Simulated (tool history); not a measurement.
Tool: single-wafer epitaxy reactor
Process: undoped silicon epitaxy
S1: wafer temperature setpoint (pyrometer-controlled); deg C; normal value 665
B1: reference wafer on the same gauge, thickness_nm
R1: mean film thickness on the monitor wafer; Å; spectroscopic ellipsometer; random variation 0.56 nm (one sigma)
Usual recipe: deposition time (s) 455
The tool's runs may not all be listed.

Run 1, hour 0.0: usual settings but deposition time (s) 509; B1 129.100. Result: R1 1172.84 Å.
Run 2, hour 12.5: usual settings; B1 128.783. Result: R1 1046.17 Å.
Run 3, hour 43.2: usual settings; B1 129.021. Result: R1 1034.53 Å.
Run 4, hour 67.7: usual settings; B1 129.157. Result: R1 1035.22 Å.
At hour 68.2: gauge calibrated.
Run 5, hour 88.6: usual settings; B1 129.106. Result: R1 1042.42 Å.
Run 6, hour 104.5: usual settings; B1 128.886. Result: R1 1050.13 Å.
Run 7, hour 123.9: usual settings; B1 128.904. Result: R1 1043.68 Å.
Run 8, hour 159.8: usual settings; B1 129.137. Result: R1 1036.72 Å.
At hour 170.6: pyrometer calibrated.
Run 9, hour 183.9: usual settings; B1 129.102. Result: R1 1111.79 Å.
Run 10, hour 212.8: usual settings but S1 660 deg C, deposition time (s) 505; B1 129.159. Result: R1 1088.67 Å.
Run 11, hour 233.3: usual settings but S1 660 deg C, deposition time (s) 505; B1 129.113. Result: R1 1089.38 Å.
Run 12, hour 245.5: usual settings but S1 669 deg C, deposition time (s) 394; B1 128.777. Result: R1 1061.74 Å.
Run 13, hour 273.8: usual settings but S1 651 deg C, deposition time (s) 376; B1 129.166. Result: R1 653.50 Å.
Run 14, hour 290.5: usual settings but S1 670 deg C, deposition time (s) 500; B1 128.892. Result: R1 1359.36 Å.
Run 15, hour 316.6: usual settings but S1 654 deg C, deposition time (s) 367; B1 129.307. Result: R1 682.74 Å.
Run 16, hour 339.6: usual settings but S1 671 deg C, deposition time (s) 371; B1 128.958. Result: R1 1032.64 Å.
At hour 356.4: gauge calibrated.
Run 17, hour 357.9: usual settings; B1 129.183. Result: R1 1100.20 Å.
Run 18, hour 377.2: usual settings; B1 129.197. Result: R1 1116.16 Å.
Run 19, hour 407.6: usual settings; B1 129.340. Result: R1 1094.69 Å.
Run 20, hour 434.1: usual settings but S1 655 deg C, deposition time (s) 533; B1 129.035. Result: R1 1016.08 Å.
Run 21, hour 455.3: usual settings; B1 129.007. Result: R1 1089.29 Å.
Run 22, hour 481.1: usual settings but S1 675 deg C, deposition time (s) 546; B1 128.962. Result: R1 1673.92 Å.

Branching from run 22: 5 alternative next runs. What would each branch give?
Run A, hour 481.6: usual settings; B1 ?. Result: R1 ?.
Run B, hour 481.6: usual settings but S1 661 deg C; B1 ?. Result: R1 ?.
Run C, hour 481.6: usual settings but S1 651 deg C; B1 ?. Result: R1 ?.
Run D, hour 481.6: usual settings but S1 675 deg C, deposition time (s) 498; B1 ?. Result: R1 ?.
Run E, hour 481.6: usual settings but deposition time (s) 481; B1 ?. Result: R1 ?.

run       B1       R1
  A  128.962  1086.43
  B  128.962   986.00
  C  128.962   770.45
  D  128.962  1509.23
  E  128.962  1148.51
Stripped of hidden state, with their random variation kept, the same runs would have yielded:
run       R1
  A  1122.60
  B  1019.16
  C   797.01
  D  1558.26
  E  1186.75
